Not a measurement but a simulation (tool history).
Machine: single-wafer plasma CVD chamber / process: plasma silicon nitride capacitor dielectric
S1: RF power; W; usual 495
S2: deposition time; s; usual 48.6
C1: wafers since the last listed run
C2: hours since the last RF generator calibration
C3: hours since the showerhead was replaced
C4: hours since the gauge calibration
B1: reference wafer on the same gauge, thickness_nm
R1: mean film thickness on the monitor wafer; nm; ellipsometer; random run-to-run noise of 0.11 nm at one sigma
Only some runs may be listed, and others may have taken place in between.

run	hour	S1	S2	C1	C2	C3	C4	B1	R1
1	0	495	55.3	0	2244.6	4939.4	328.5	74.202	78.472
2	53.9	495	55.3	1079	2298.5	4993.3	382.4	74.197	78.635
3	125.6	495	52.5	1435	2370.2	5065	454.1	74.215	74.56
4	306	475	48.6	3612	2550.6	5245.4	634.5	74.216	68.232
5	376.6	495	54.9	1413	2621.2	5316	705.1	74.18	77.794
6	421.8	440	48.6	905	2666.4	5361.2	750.3	74.185	67.156
# hour 464.4: RF generator calibrated
7	464.9	535	48.6	702	0.5	5404.3	793.4	74.186	71.71
# hour 490.2: gauge calibrated
8	523.5	535	48.6	1173	59.1	5462.9	33.3	74.202	71.733

Run 9 comes next. What will it give?
# hour 537: showerhead replaced
9	557.7	495	39.4	524	93.3	20.7	67.5	?	?

Run 9 produced B1 74.19, R1 56.888 nm.
Had the tool carried no hidden state, the very same run would have given R1 56.941 nm.

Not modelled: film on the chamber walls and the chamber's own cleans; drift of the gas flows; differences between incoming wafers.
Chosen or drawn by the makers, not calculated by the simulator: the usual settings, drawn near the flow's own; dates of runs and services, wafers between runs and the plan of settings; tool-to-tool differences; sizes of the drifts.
